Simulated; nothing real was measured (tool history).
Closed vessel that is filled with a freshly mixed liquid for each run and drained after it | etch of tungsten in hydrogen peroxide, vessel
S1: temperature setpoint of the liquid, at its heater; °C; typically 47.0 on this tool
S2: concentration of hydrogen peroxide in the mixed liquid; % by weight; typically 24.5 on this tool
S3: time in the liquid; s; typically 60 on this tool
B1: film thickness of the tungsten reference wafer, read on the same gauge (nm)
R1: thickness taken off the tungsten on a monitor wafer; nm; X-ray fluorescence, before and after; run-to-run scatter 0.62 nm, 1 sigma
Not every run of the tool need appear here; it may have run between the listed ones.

run 1 hour=0.0 | S1=47.0 S2=24.5 S3=60 | B1=89.99 | R1=68.22
run 2 hour=79.6 | S1=47.0 S2=24.5 S3=60 | B1=89.99 | R1=68.74
run 3 hour=120.4 | S1=47.0 S2=24.5 S3=60 | B1=90.00 | R1=66.73
run 4 hour=186.5 | S1=45.0 S2=24.5 S3=60 | B1=90.03 | R1=59.07
run 5 hour=234.4 | S1=45.0 S2=24.5 S3=60 | B1=89.99 | R1=58.37
-- hour=236.2 new drum of peroxide connected
run 6 hour=267.9 | S1=47.0 S2=28.5 S3=60 | B1=89.99 | R1=72.30
-- hour=288.2 thermometer replaced
run 7 hour=296.0 | S1=47.0 S2=28.5 S3=60 | B1=89.99 | R1=79.50
run 8 hour=359.1 | S1=47.0 S2=24.5 S3=60 | B1=89.98 | R1=72.20
run 9 hour=423.3 | S1=47.0 S2=24.5 S3=30 | B1=89.98 | R1=36.44
run 10 hour=447.9 | S1=54.0 S2=27.0 S3=30 | B1=89.99 | R1=59.05
run 11 hour=476.1 | S1=47.0 S2=18.5 S3=60 | B1=90.01 | R1=63.69
run 12 hour=528.3 | S1=52.5 S2=24.5 S3=35 | B1=89.99 | R1=58.50
run 13 hour=556.3 | S1=50.5 S2=24.5 S3=80 | B1=90.01 | R1=117.92
run 14 hour=610.6 | S1=47.0 S2=30.0 S3=90 | B1=90.01 | R1=118.90
-- hour=623.6 new drum of peroxide connected
run 15 hour=680.1 | S1=47.0 S2=24.5 S3=95 | B1=90.00 | R1=111.91
-- hour=708.5 peroxide flow meter replaced
run 16 hour=718.7 | S1=55.5 S2=24.5 S3=60 | B1=90.02 | R1=118.75
run 17 hour=777.0 | S1=43.5 S2=28.0 S3=90 | B1=89.99 | R1=89.97
run 18 hour=807.4 | S1=43.0 S2=24.5 S3=60 | B1=90.01 | R1=53.90
run 19 hour=868.7 | S1=38.0 S2=27.5 S3=90 | B1=89.99 | R1=60.55
run 20 hour=897.5 | S1=47.0 S2=24.5 S3=60 | B1=89.99 | R1=69.52
run 21 hour=932.6 | S1=39.0 S2=30.0 S3=40 | B1=90.02 | R1=30.08
-- hour=980.3 new drum of peroxide connected
run 22 hour=1004.3 | S1=54.5 S2=24.5 S3=60 | B1=90.00 | R1=106.71
run 23 hour=1043.4 | S1=47.0 S2=24.5 S3=60 | B1=89.97 | R1=67.99
run 24 hour=1100.4 | S1=52.5 S2=24.5 S3=60 | B1=89.99 | R1=94.39
run 25 hour=1130.1 | S1=37.5 S2=24.5 S3=60 | B1=90.00 | R1=36.42

What does the tool deliver on the next run?
run 26 hour=1180.8 | S1=47.0 S2=24.5 S3=60 | B1=? | R1=?

Run 26 yielded B1 90.02, R1 66.03 nm.
If the tool had no hidden condition, the same run with the same run-to-run variation would have returned R1 73.49 nm.

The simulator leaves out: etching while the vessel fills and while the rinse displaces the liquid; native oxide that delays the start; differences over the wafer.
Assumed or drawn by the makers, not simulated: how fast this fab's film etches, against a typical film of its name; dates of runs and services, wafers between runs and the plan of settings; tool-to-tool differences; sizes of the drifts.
